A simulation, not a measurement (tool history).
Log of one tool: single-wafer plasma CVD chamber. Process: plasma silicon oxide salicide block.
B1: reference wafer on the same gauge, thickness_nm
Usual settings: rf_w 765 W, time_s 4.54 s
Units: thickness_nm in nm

run 1 hour=0 | rf_w=660 time_s=4.54 | B1=59.921 | thickness_nm=48.722
run 2 hour=39.7 | rf_w=660 time_s=4.54 | B1=59.931 | thickness_nm=48.611
run 3 hour=186.5 | rf_w=835 time_s=4.76 | B1=59.922 | thickness_nm=53.844
run 4 hour=256.8 | rf_w=765 time_s=4.97 | B1=59.911 | thickness_nm=54.996
run 5 hour=324.1 | rf_w=830 time_s=4.54 | B1=59.904 | thickness_nm=51.313
run 6 hour=362.6 | rf_w=830 time_s=4.54 | B1=59.872 | thickness_nm=51.309
run 7 hour=389.1 | rf_w=715 time_s=3.99 | B1=59.891 | thickness_nm=43.439
run 8 hour=420.2 | rf_w=715 time_s=3.99 | B1=59.896 | thickness_nm=43.322
-- hour=436.9 showerhead replaced
run 9 hour=456.7 | rf_w=765 time_s=3.85 | B1=59.906 | thickness_nm=42.509
run 10 hour=504.7 | rf_w=835 time_s=4.76 | B1=59.913 | thickness_nm=53.709
-- hour=509.4 gauge calibrated
run 11 hour=554.3 | rf_w=765 time_s=3.76 | B1=59.887 | thickness_nm=41.489
run 12 hour=579.3 | rf_w=630 time_s=3.66 | B1=59.89 | thickness_nm=38.399
run 13 hour=636.6 | rf_w=660 time_s=4.54 | B1=59.919 | thickness_nm=48.039
run 14 hour=690 | rf_w=700 time_s=4.24 | B1=59.938 | thickness_nm=45.704
-- hour=745.4 RF generator calibrated
run 15 hour=882.8 | rf_w=615 time_s=4.79 | B1=59.886 | thickness_nm=51.223
run 16 hour=943.3 | rf_w=655 time_s=5.09 | B1=59.891 | thickness_nm=55.274
run 17 hour=978.1 | rf_w=825 time_s=5.07 | B1=59.856 | thickness_nm=58.234

5 ways to go on from here, each from the tool as it stands after run 17. What would each give?
run A hour=978.5 | rf_w=765 time_s=4.54 | B1=? | thickness_nm=?
run B hour=978.5 | rf_w=885 time_s=4.18 | B1=? | thickness_nm=?
run C hour=978.5 | rf_w=765 time_s=4.84 | B1=? | thickness_nm=?
run D hour=978.5 | rf_w=765 time_s=3.7 | B1=? | thickness_nm=?
run E hour=978.5 | rf_w=655 time_s=4.89 | B1=? | thickness_nm=?

run=A B1=59.867 thickness_nm=51.271
run=B B1=59.867 thickness_nm=48.988
run=C B1=59.867 thickness_nm=54.659
run=D B1=59.867 thickness_nm=41.785
run=E B1=59.867 thickness_nm=53.136
Without the tool's hidden state the same runs would have given:
run=A thickness_nm=51.281
run=B thickness_nm=48.997
run=C thickness_nm=54.669
run=D thickness_nm=41.793
run=E thickness_nm=53.146
